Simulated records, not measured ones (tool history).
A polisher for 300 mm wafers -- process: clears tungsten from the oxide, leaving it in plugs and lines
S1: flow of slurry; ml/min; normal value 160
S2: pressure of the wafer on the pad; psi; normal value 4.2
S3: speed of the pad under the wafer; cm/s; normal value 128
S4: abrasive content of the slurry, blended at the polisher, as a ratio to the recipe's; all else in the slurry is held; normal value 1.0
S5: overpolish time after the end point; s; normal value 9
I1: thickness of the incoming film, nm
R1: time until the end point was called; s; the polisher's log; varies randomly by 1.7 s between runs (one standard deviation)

run	day	S1	S2	S3	S4	S5	I1	R1
1	0.000	160	4.6	128	1.0	9	536.2	82.7
2	3.262	160	4.6	128	1.0	9	539.6	84.5
# day 3.883: slurry tank refilled with fresh slurry and peroxide
# day 6.742: worn pad replaced by a new one
3	7.179	160	4.6	128	1.0	9	544.7	84.1
# day 11.438: slurry tank refilled with fresh slurry and peroxide
# day 14.171: slurry blender recalibrated
# day 14.896: worn pad replaced by a new one
4	14.975	160	4.2	128	1.0	9	547.2	102.1
5	17.833	160	4.2	128	1.0	9	546.7	99.4
# day 19.125: slurry nozzle cleaned
# day 19.283: slurry blender recalibrated, repeated, since the last time left the tool worse
# day 20.954: slurry tank refilled with fresh slurry and peroxide
6	21.775	160	4.2	128	1.0	9	541.5	87.8
# day 23.417: worn pad replaced by a new one
7	23.988	160	4.2	128	1.0	9	529.5	89.6
# day 27.379: head pressure recalibrated
8	27.925	145	5.7	128	1.1	12	545.0	68.9
# day 28.446: slurry tank refilled with fresh slurry and peroxide
9	29.808	160	4.2	116	1.0	12	543.5	105.5
10	31.367	160	2.7	128	1.0	13	534.7	144.9
# day 32.158: worn pad replaced by a new one
# day 33.238: slurry blender recalibrated
11	33.504	160	4.2	128	1.0	9	539.1	93.1
12	35.612	175	4.2	128	1.0	5	543.1	91.5
# day 36.954: slurry tank refilled with fresh slurry and peroxide
13	37.546	160	4.2	128	1.0	9	531.7	92.4
# day 40.775: worn pad replaced by a new one
14	41.754	135	4.2	172	1.0	14	532.2	69.8

Here are 4 independent what-if runs from the current tool condition. What would each one return?
A	41.771	160	4.2	128	1.0	9	535.0	?
B	41.771	120	5.2	128	1.2	6	535.0	?
C	41.771	210	4.2	162	1.0	9	535.0	?
D	41.771	105	4.2	128	0.9	9	535.0	?

run	R1
A	91.1
B	73.9
C	70.0
D	97.3
Stripped of hidden state, with their random variation kept, the same runs would have yielded:
run	R1
A	89.4
B	72.4
C	68.6
D	95.4

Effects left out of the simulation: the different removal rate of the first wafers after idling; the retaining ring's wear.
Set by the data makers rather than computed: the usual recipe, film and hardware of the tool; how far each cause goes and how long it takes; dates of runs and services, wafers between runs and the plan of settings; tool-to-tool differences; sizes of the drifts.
